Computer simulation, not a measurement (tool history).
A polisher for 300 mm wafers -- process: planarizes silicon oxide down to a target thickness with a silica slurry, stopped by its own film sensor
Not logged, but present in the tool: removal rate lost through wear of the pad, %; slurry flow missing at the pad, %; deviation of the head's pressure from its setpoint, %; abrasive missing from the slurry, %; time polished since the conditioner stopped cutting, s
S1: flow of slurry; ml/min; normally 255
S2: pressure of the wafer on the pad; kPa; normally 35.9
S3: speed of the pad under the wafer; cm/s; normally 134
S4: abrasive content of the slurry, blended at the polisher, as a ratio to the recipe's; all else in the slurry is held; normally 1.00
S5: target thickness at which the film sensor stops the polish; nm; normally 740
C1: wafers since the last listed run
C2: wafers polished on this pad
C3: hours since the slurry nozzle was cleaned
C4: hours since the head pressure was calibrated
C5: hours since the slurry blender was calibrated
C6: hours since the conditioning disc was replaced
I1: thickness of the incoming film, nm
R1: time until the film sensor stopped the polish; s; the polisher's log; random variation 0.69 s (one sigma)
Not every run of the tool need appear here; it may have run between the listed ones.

| run | day | S1 | S2 | S3 | S4 | S5 | C1 | C2 | C3 | C4 | C5 | C6 | I1 | R1 |
|---|---|---|---|---|---|---|---|---|---|---|---|---|---|---|
| 1 | 0.000 | 255 | 35.9 | 134 | 1.00 | 740 | 0 | 683 | 229.3 | 614.3 | 14.7 | 84.4 | 1198.0 | 75.9 |
| 2 | 0.675 | 255 | 35.9 | 134 | 1.00 | 668 | 154 | 837 | 245.5 | 630.5 | 30.9 | 100.6 | 1164.4 | 81.6 |
| 3 | 1.917 | 255 | 35.9 | 134 | 1.00 | 780 | 283 | 1120 | 275.3 | 660.3 | 60.7 | 130.4 | 1173.5 | 64.9 |
| 4 | 3.108 | 255 | 35.9 | 134 | 1.00 | 740 | 272 | 1393 | 303.9 | 688.9 | 89.3 | 159.0 | 1156.9 | 69.5 |
| 5 | 4.400 | 255 | 35.9 | 134 | 1.00 | 638 | 295 | 1688 | 334.9 | 719.9 | 120.3 | 190.0 | 1184.6 | 90.1 |
| 6 | 5.662 | 255 | 40.0 | 134 | 1.00 | 643 | 288 | 1976 | 365.2 | 750.2 | 150.6 | 220.3 | 1170.9 | 77.9 |
|  | 5.717 | slurry nozzle cleaned |
|  | 5.762 | conditioning disc replaced and pad reconditioned |
| 7 | 7.150 | 255 | 35.9 | 134 | 1.20 | 850 | 319 | 2296 | 34.4 | 785.9 | 186.3 | 33.3 | 1169.1 | 50.0 |
|  | 7.342 | worn pad replaced by a new one, of another model than before |
| 8 | 8.292 | 195 | 35.9 | 134 | 1.00 | 639 | 222 | 217 | 61.8 | 813.3 | 213.7 | 60.7 | 1188.7 | 93.5 |
| 9 | 9.175 | 255 | 35.9 | 134 | 1.00 | 740 | 201 | 419 | 83.0 | 834.5 | 234.9 | 81.9 | 1192.1 | 76.2 |
| 10 | 9.879 | 255 | 35.9 | 134 | 1.00 | 740 | 160 | 579 | 99.9 | 851.4 | 251.8 | 98.8 | 1170.6 | 71.6 |
|  | 10.967 | head pressure recalibrated |
| 11 | 11.292 | 255 | 35.9 | 112 | 1.00 | 740 | 303 | 883 | 133.8 | 7.8 | 285.7 | 132.7 | 1189.1 | 86.1 |
|  | 13.296 | slurry blender recalibrated |
| 12 | 13.650 | 335 | 35.9 | 134 | 1.00 | 680 | 519 | 1403 | 190.4 | 64.4 | 8.5 | 189.3 | 1175.0 | 86.6 |
| 13 | 15.000 | 335 | 35.9 | 134 | 1.00 | 740 | 308 | 1711 | 222.8 | 96.8 | 40.9 | 221.7 | 1179.4 | 76.6 |
|  | 15.167 | conditioning disc replaced and pad reconditioned |
| 14 | 15.800 | 165 | 35.9 | 134 | 1.00 | 740 | 163 | 1875 | 242.0 | 116.0 | 60.1 | 15.2 | 1173.1 | 77.6 |
|  | 17.112 | worn pad replaced by a new one |
| 15 | 19.075 | 255 | 35.9 | 134 | 1.25 | 740 | 710 | 447 | 320.6 | 194.6 | 138.7 | 93.8 | 1161.3 | 67.3 |
| 16 | 20.379 | 255 | 35.9 | 134 | 1.00 | 794 | 297 | 745 | 351.9 | 225.9 | 170.0 | 125.1 | 1193.7 | 69.3 |
| 17 | 21.012 | 255 | 35.9 | 134 | 1.00 | 740 | 144 | 890 | 367.1 | 241.1 | 185.2 | 140.3 | 1156.1 | 70.5 |
| 18 | 22.333 | 255 | 48.3 | 134 | 1.00 | 692 | 301 | 1192 | 398.8 | 272.8 | 216.9 | 172.0 | 1179.9 | 65.6 |
| 19 | 23.517 | 255 | 35.9 | 134 | 1.00 | 740 | 270 | 1462 | 427.2 | 301.2 | 245.3 | 200.4 | 1180.2 | 75.8 |
|  | 23.942 | slurry blender recalibrated |
| 20 | 24.167 | 320 | 40.7 | 104 | 1.00 | 740 | 129 | 1591 | 442.8 | 316.8 | 5.4 | 216.0 | 1201.2 | 78.6 |
|  | 24.688 | conditioning disc replaced and pad reconditioned |
|  | 24.775 | slurry nozzle cleaned |
|  | 26.958 | worn pad replaced by a new one |
| 21 | 26.979 | 255 | 42.7 | 134 | 1.00 | 740 | 575 | 4 | 52.9 | 384.3 | 72.9 | 55.0 | 1163.3 | 62.4 |
| 22 | 27.854 | 255 | 39.3 | 134 | 1.00 | 740 | 199 | 204 | 73.9 | 405.3 | 93.9 | 76.0 | 1181.8 | 69.7 |
| 23 | 28.412 | 255 | 35.9 | 94 | 1.15 | 679 | 127 | 332 | 87.3 | 418.7 | 107.3 | 89.4 | 1187.8 | 95.2 |
| 24 | 29.683 | 255 | 35.9 | 146 | 1.00 | 740 | 290 | 622 | 117.8 | 449.2 | 137.8 | 119.9 | 1181.8 | 71.9 |
| 25 | 30.688 | 255 | 35.9 | 156 | 1.00 | 881 | 229 | 851 | 141.9 | 473.3 | 161.9 | 144.0 | 1180.7 | 47.4 |

4 options for the next run, each taken on its own from the tool as it stands now. Forecast them:
| A | 30.704 | 205 | 35.9 | 134 | 1.00 | 740 | 3 | 855 | 142.3 | 473.7 | 162.3 | 144.4 | 1197.5 | ? |
| B | 30.704 | 255 | 32.4 | 134 | 1.00 | 740 | 3 | 855 | 142.3 | 473.7 | 162.3 | 144.4 | 1197.5 | ? |
| C | 30.704 | 255 | 29.0 | 134 | 1.00 | 651 | 3 | 855 | 142.3 | 473.7 | 162.3 | 144.4 | 1197.5 | ? |
| D | 30.704 | 255 | 35.9 | 134 | 1.00 | 613 | 3 | 855 | 142.3 | 473.7 | 162.3 | 144.4 | 1197.5 | ? |

| run | R1 |
|---|---|
| A | 77.4 |
| B | 82.7 |
| C | 107.6 |
| D | 97.6 |
Stripped of hidden state, with their random variation kept, the same runs would have yielded:
| run | R1 |
|---|---|
| A | 81.9 |
| B | 87.5 |
| C | 113.9 |
| D | 103.3 |
